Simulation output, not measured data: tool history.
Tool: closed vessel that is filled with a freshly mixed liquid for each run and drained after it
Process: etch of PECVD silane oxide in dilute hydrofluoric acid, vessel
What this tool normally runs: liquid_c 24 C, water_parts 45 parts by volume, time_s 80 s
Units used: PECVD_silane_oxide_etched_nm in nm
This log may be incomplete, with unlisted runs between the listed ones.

| run | hour | liquid_c | water_parts | time_s | wafers since the last listed run | hours since the thermometer was replaced | hours since the hydrofluoric acid flow meter was replaced | hours since the gauge calibration | read-back film thickness of the PECVD silane oxide reference wafer, read on the same gauge (nm) | PECVD_silane_oxide_etched_nm |
|---|---|---|---|---|---|---|---|---|---|---|
| 1 | 0 | 24 | 60 | 80 | 0 | 709.8 | 1975.3 | 106.7 | 79.99 | 38.54 |
| 2 | 14.6 | 24 | 60 | 80 | 1749 | 724.4 | 1989.9 | 121.3 | 80 | 38.73 |
| 3 | 26.8 | 24 | 60 | 80 | 1461 | 736.6 | 2002.1 | 133.5 | 79.98 | 38.96 |
| 4 | 36.6 | 27 | 45 | 80 | 1174 | 746.4 | 2011.9 | 143.3 | 80.02 | 59.72 |
| 5 | 54.5 | 27 | 45 | 80 | 2144 | 764.3 | 2029.8 | 161.2 | 79.99 | 60.06 |
| 6 | 63 | 27 | 45 | 80 | 1018 | 772.8 | 2038.3 | 169.7 | 79.98 | 59.31 |
| 7 | 72.2 | 24 | 45 | 80 | 1102 | 782 | 2047.5 | 178.9 | 80.01 | 52.97 |
| 8 | 88.8 | 24 | 45 | 80 | 1988 | 798.6 | 2064.1 | 195.5 | 80 | 53.04 |

The next listed run, before its measurement:
| 9 | 103.1 | 24 | 45 | 80 | 1713 | 812.9 | 2078.4 | 209.8 | ? | ? |

{"run 9": {"read-back film thickness of the PECVD silane oxide reference wafer, read on the same gauge (nm)": 80, "PECVD_silane_oxide_etched_nm": 52.47}}
Were there no unlogged condition in the tool, this run, its random variation unchanged, would have produced PECVD_silane_oxide_etched_nm 52.47 nm.
